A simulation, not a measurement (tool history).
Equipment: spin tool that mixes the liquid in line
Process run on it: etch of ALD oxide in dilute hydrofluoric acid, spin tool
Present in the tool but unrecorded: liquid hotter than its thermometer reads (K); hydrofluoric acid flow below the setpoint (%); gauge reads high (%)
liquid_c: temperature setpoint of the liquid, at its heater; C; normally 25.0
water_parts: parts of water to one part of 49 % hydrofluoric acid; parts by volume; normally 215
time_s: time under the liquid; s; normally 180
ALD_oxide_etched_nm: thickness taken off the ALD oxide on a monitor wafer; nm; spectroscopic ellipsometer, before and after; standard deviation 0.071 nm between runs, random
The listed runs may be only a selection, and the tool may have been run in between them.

run   hour  liquid_c  water_parts  time_s  wafers since the last listed run  hours since the thermometer was replaced  hours since the hydrofluoric acid flow meter was replaced  hours since the gauge calibration  read-back film thickness of the ALD oxide reference wafer, read on the same gauge (nm)  ALD_oxide_etched_nm
  1    0.0      25.0          215     180                                 0                                    1744.7                                                      272.3                               53.0                                                                                  149.99                 7.60
  2   12.1      25.0          215     180                                71                                    1756.8                                                      284.4                               65.1                                                                                  149.99                 7.73
  3   20.5      25.0          215     180                                49                                    1765.2                                                      292.8                               73.5                                                                                  149.99                 7.73
  4   34.1      25.0          215     180                                80                                    1778.8                                                      306.4                               87.1                                                                                  150.04                 7.73
  5   45.9      25.0          215     180                                69                                    1790.6                                                      318.2                               98.9                                                                                  150.00                 7.54
  6   70.3      25.0          215     180                               144                                    1815.0                                                      342.6                              123.3                                                                                  149.97                 7.54
  7   83.4      25.0          215     180                                77                                    1828.1                                                      355.7                              136.4                                                                                  149.99                 7.49
  8   99.8      26.5          215     225                                96                                    1844.5                                                      372.1                              152.8                                                                                  149.96                 9.97
  9  107.0      26.5          215     225                                42                                    1851.7                                                      379.3                              160.0                                                                                  150.01                 9.87
 10  120.9      26.5          215     225                                82                                    1865.6                                                      393.2                              173.9                                                                                  150.00                 9.74
 11  135.4      23.5          215     180                                85                                    1880.1                                                      407.7                              188.4                                                                                  149.96                 7.00
 12  149.2      23.5          215     180                                81                                    1893.9                                                      421.5                              202.2                                                                                  150.00                 6.90
     157.5  -- gauge calibrated
     166.7  -- hydrofluoric acid flow meter replaced
 13  167.2      25.0          215     180                               100                                    1911.9                                                        0.5                                9.7                                                                                  149.97                 8.42
 14  184.1      25.0          185     215                                99                                    1928.8                                                       17.4                               26.6                                                                                  149.96                12.04
 15  191.0      25.0          105     215                                40                                    1935.7                                                       24.3                               33.5                                                                                  150.05                23.76
     204.4  -- thermometer replaced
 16  207.9      26.5          260      90                                93                                       3.5                                                       41.2                               50.4                                                                                  150.04                 3.44
 17  223.7      21.5          305     250                                93                                      19.3                                                       57.0                               66.2                                                                                  150.00                 6.63
 18  230.5      25.0          215     180                                40                                      26.1                                                       63.8                               73.0                                                                                  150.02                 8.25
 19  253.3      25.0          215     180                               134                                      48.9                                                       86.6                               95.8                                                                                  150.00                 8.07
 20  260.5      23.5          145     270                                42                                      56.1                                                       93.8                              103.0                                                                                  150.00                18.78

Hidden condition of the tool, last listed run before each entry between runs versus first listed run after:
Logged between run 12 and run 13: gauge calibrated (hour 157.5); hydrofluoric acid flow meter replaced (hour 166.7)
  hydrofluoric acid flow below the setpoint (%): 11.4 -> 0.429
  what was measured, less what the result would be without the hidden state, ALD_oxide_etched_nm: -1.11 -> -0.05 nm
Logged between run 15 and run 16: thermometer replaced (hour 204.4)
  hydrofluoric acid flow below the setpoint (%): 1.06 -> 1.5
  what was measured, less what the result would be without the hidden state, ALD_oxide_etched_nm: -0.28 -> -0.07 nm

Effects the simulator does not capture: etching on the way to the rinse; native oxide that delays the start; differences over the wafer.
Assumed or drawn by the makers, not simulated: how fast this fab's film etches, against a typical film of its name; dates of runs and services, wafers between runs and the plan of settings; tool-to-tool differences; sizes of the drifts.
